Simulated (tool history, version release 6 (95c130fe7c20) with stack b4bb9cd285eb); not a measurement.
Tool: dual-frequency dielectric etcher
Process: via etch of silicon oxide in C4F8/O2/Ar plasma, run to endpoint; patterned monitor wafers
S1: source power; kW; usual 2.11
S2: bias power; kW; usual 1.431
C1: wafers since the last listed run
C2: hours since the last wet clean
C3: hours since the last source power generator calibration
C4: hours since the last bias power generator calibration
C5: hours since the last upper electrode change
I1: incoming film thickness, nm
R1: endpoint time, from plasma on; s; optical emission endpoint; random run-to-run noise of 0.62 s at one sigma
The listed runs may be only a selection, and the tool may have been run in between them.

run 1 day=0 | S1=2.11 S2=1.431 | C1=0 C2=70.4 C3=3459.7 C4=717.2 C5=3209.5 | I1=938.1 | R1=198.2
run 2 day=2.775 | S1=2.11 S2=1.431 | C1=260 C2=137 C3=3526.3 C4=783.8 C5=3276.1 | I1=944.2 | R1=199.9
run 3 day=3.846 | S1=2.11 S2=1.431 | C1=100 C2=162.7 C3=3552 C4=809.5 C5=3301.8 | I1=940.9 | R1=199.7
run 4 day=6.367 | S1=2.11 S2=1.431 | C1=237 C2=223.2 C3=3612.5 C4=870 C5=3362.3 | I1=932 | R1=198.1
run 5 day=8.508 | S1=2.11 S2=1.543 | C1=201 C2=274.6 C3=3663.9 C4=921.4 C5=3413.7 | I1=935.2 | R1=192.4
run 6 day=10.138 | S1=2.11 S2=1.161 | C1=153 C2=313.7 C3=3703 C4=960.5 C5=3452.8 | I1=942.3 | R1=214
run 7 day=11.583 | S1=2.11 S2=1.161 | C1=135 C2=348.4 C3=3737.7 C4=995.2 C5=3487.5 | I1=935.5 | R1=212.6
-- day=13.042 wet clean of the chamber
run 8 day=13.575 | S1=2.11 S2=1.431 | C1=93 C2=12.8 C3=3785.5 C4=1043 C5=3535.3 | I1=933.8 | R1=196.7
run 9 day=14.833 | S1=2.11 S2=1.336 | C1=118 C2=43 C3=3815.7 C4=1073.2 C5=3565.5 | I1=939.3 | R1=204.5
-- day=19.692 upper electrode replaced
run 10 day=20.292 | S1=2.11 S2=1.431 | C1=419 C2=174 C3=3946.7 C4=1204.2 C5=14.4 | I1=935.5 | R1=196.8
run 11 day=22.125 | S1=2.11 S2=1.431 | C1=172 C2=218 C3=3990.7 C4=1248.2 C5=58.4 | I1=930.5 | R1=196
-- day=26.246 wet clean of the chamber
run 12 day=29.629 | S1=2.11 S2=1.431 | C1=611 C2=81.2 C3=4170.8 C4=1428.3 C5=238.5 | I1=941.2 | R1=198.8
run 13 day=31.588 | S1=2.11 S2=1.431 | C1=184 C2=128.2 C3=4217.8 C4=1475.3 C5=285.5 | I1=937.1 | R1=197.6
run 14 day=32.738 | S1=2.11 S2=1.431 | C1=108 C2=155.8 C3=4245.4 C4=1502.9 C5=313.1 | I1=937.2 | R1=197.9
run 15 day=34.079 | S1=2.11 S2=1.431 | C1=126 C2=188 C3=4277.6 C4=1535.1 C5=345.3 | I1=936.4 | R1=197.6
-- day=41.117 wet clean of the chamber
run 16 day=41.138 | S1=1.78 S2=1.431 | C1=569 C2=0.5 C3=4447 C4=1704.5 C5=514.7 | I1=943 | R1=209.3
run 17 day=41.754 | S1=2.59 S2=1.275 | C1=57 C2=15.3 C3=4461.8 C4=1719.3 C5=529.5 | I1=950.3 | R1=194
run 18 day=42.95 | S1=2.11 S2=1.431 | C1=112 C2=44 C3=4490.5 C4=1748 C5=558.2 | I1=942.3 | R1=199
-- day=45.325 source power generator calibrated
run 19 day=45.658 | S1=1.69 S2=1.567 | C1=239 C2=109 C3=8 C4=1813 C5=623.2 | I1=941.3 | R1=205.6
-- day=46.083 bias power generator calibrated
run 20 day=46.904 | S1=1.96 S2=1.431 | C1=101 C2=138.9 C3=37.9 C4=19.7 C5=653.1 | I1=939 | R1=205.9
run 21 day=48.612 | S1=2.11 S2=1.431 | C1=160 C2=179.9 C3=78.9 C4=60.7 C5=694.1 | I1=940.4 | R1=201.2
run 22 day=50.438 | S1=1.88 S2=1.128 | C1=171 C2=223.7 C3=122.7 C4=104.5 C5=737.9 | I1=936.8 | R1=224.8
run 23 day=51.917 | S1=2.32 S2=1.781 | C1=139 C2=259.2 C3=158.2 C4=140 C5=773.4 | I1=942.3 | R1=181.8
run 24 day=54.575 | S1=1.78 S2=1.605 | C1=250 C2=323 C3=222 C4=203.8 C5=837.2 | I1=941.4 | R1=203.4
run 25 day=56.142 | S1=2.3 S2=1.431 | C1=147 C2=360.6 C3=259.6 C4=241.4 C5=874.8 | I1=939.1 | R1=195.5
-- day=58.242 wet clean of the chamber
run 26 day=58.262 | S1=1.77 S2=1.431 | C1=105 C2=0.5 C3=310.5 C4=292.3 C5=925.7 | I1=933.5 | R1=209.5

Predict each of these 3 candidate next runs independently; none follows another, all start after run 26:
run A day=58.283 | S1=2.11 S2=1.431 | C1=1 C2=1 C3=311 C4=292.8 C5=926.2 | I1=936.9 | R1=?
run B day=58.283 | S1=2.11 S2=1.698 | C1=1 C2=1 C3=311 C4=292.8 C5=926.2 | I1=936.9 | R1=?
run C day=58.283 | S1=2.11 S2=1.748 | C1=1 C2=1 C3=311 C4=292.8 C5=926.2 | I1=936.9 | R1=?

run=A R1=199.3
run=B R1=187.9
run=C R1=186
Without the tool's unlogged condition, the same runs would have read:
run=A R1=200.2
run=B R1=188.7
run=C R1=186.8
